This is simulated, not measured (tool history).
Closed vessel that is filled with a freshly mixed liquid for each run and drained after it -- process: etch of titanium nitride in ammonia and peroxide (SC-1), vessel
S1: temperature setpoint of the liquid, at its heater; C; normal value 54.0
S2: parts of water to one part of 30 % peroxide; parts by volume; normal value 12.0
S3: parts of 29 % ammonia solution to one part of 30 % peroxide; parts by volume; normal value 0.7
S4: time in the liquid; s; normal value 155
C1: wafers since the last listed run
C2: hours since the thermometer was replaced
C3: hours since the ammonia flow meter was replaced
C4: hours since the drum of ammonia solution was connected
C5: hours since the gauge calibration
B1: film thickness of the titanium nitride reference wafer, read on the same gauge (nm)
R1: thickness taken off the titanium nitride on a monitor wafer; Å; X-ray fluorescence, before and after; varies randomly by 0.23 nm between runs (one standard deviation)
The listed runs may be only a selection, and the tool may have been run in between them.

Run 1, hour 0.0: usual settings but S2 10.5 parts by volume; C1 0; C2 938.5; C3 1281.6; C4 443.0; C5 568.2; B1 150.01. Result: R1 267.7 Å.
At hour 24.9: gauge calibrated.
Run 2, hour 66.1: usual settings; C1 8084; C2 1004.6; C3 1347.7; C4 509.1; C5 41.2; B1 150.03. Result: R1 249.1 Å.
Run 3, hour 111.6: usual settings; C1 5565; C2 1050.1; C3 1393.2; C4 554.6; C5 86.7; B1 150.04. Result: R1 256.0 Å.
Run 4, hour 156.7: usual settings; C1 5516; C2 1095.2; C3 1438.3; C4 599.7; C5 131.8; B1 149.95. Result: R1 254.2 Å.
At hour 189.6: new drum of ammonia solution connected.
Run 5, hour 218.9: usual settings; C1 7485; C2 1157.4; C3 1500.5; C4 29.3; C5 194.0; B1 149.98. Result: R1 251.1 Å.
Run 6, hour 276.6: usual settings; C1 7057; C2 1215.1; C3 1558.2; C4 87.0; C5 251.7; B1 150.03. Result: R1 252.1 Å.
Run 7, hour 342.6: usual settings; C1 8072; C2 1281.1; C3 1624.2; C4 153.0; C5 317.7; B1 150.04. Result: R1 253.8 Å.
At hour 348.0: ammonia flow meter replaced.
Run 8, hour 368.1: usual settings; C1 2996; C2 1306.6; C3 20.1; C4 178.5; C5 343.2; B1 149.96. Result: R1 258.2 Å.
Run 9, hour 405.7: usual settings; C1 4598; C2 1344.2; C3 57.7; C4 216.1; C5 380.8; B1 150.04. Result: R1 253.0 Å.
Run 10, hour 451.2: usual settings; C1 5565; C2 1389.7; C3 103.2; C4 261.6; C5 426.3; B1 150.02. Result: R1 258.4 Å.
Run 11, hour 493.0: usual settings; C1 5112; C2 1431.5; C3 145.0; C4 303.4; C5 468.1; B1 150.00. Result: R1 254.0 Å.
Run 12, hour 527.1: usual settings; C1 4170; C2 1465.6; C3 179.1; C4 337.5; C5 502.2; B1 149.99. Result: R1 254.6 Å.
Run 13, hour 553.3: usual settings; C1 3204; C2 1491.8; C3 205.3; C4 363.7; C5 528.4; B1 149.98. Result: R1 254.2 Å.
Run 14, hour 598.2: usual settings but S1 51.5 C, S2 9.5 parts by volume, S3 0.5 parts by volume, S4 75 s; C1 5491; C2 1536.7; C3 250.2; C4 408.6; C5 573.3; B1 150.00. Result: R1 113.0 Å.
Run 15, hour 641.7: usual settings but S1 45.0 C, S3 0.4 parts by volume, S4 200 s; C1 5320; C2 1580.2; C3 293.7; C4 452.1; C5 616.8; B1 150.00. Result: R1 162.9 Å.
At hour 698.1: new drum of ammonia solution connected.
Run 16, hour 702.3: usual settings but S1 62.5 C, S4 95 s; C1 7289; C2 1640.8; C3 354.3; C4 4.2; C5 677.4; B1 149.97. Result: R1 276.1 Å.
Run 17, hour 728.4: usual settings but S1 51.5 C, S2 9.5 parts by volume, S3 0.5 parts by volume, S4 75 s; C1 3192; C2 1666.9; C3 380.4; C4 30.3; C5 703.5; B1 150.01. Result: R1 113.2 Å.

What will run 18 give?
Run 18, hour 754.2: usual settings but S1 50.5 C, S2 8.5 parts by volume, S4 240 s; C1 3155; C2 1692.7; C3 406.2; C4 56.1; C5 729.3; B1 ?. Result: R1 ?.

Run 18 measured B1 149.99, R1 378.9 Å.
The same run, on a tool lacking any hidden state, would have yielded R1 338.3 Å.
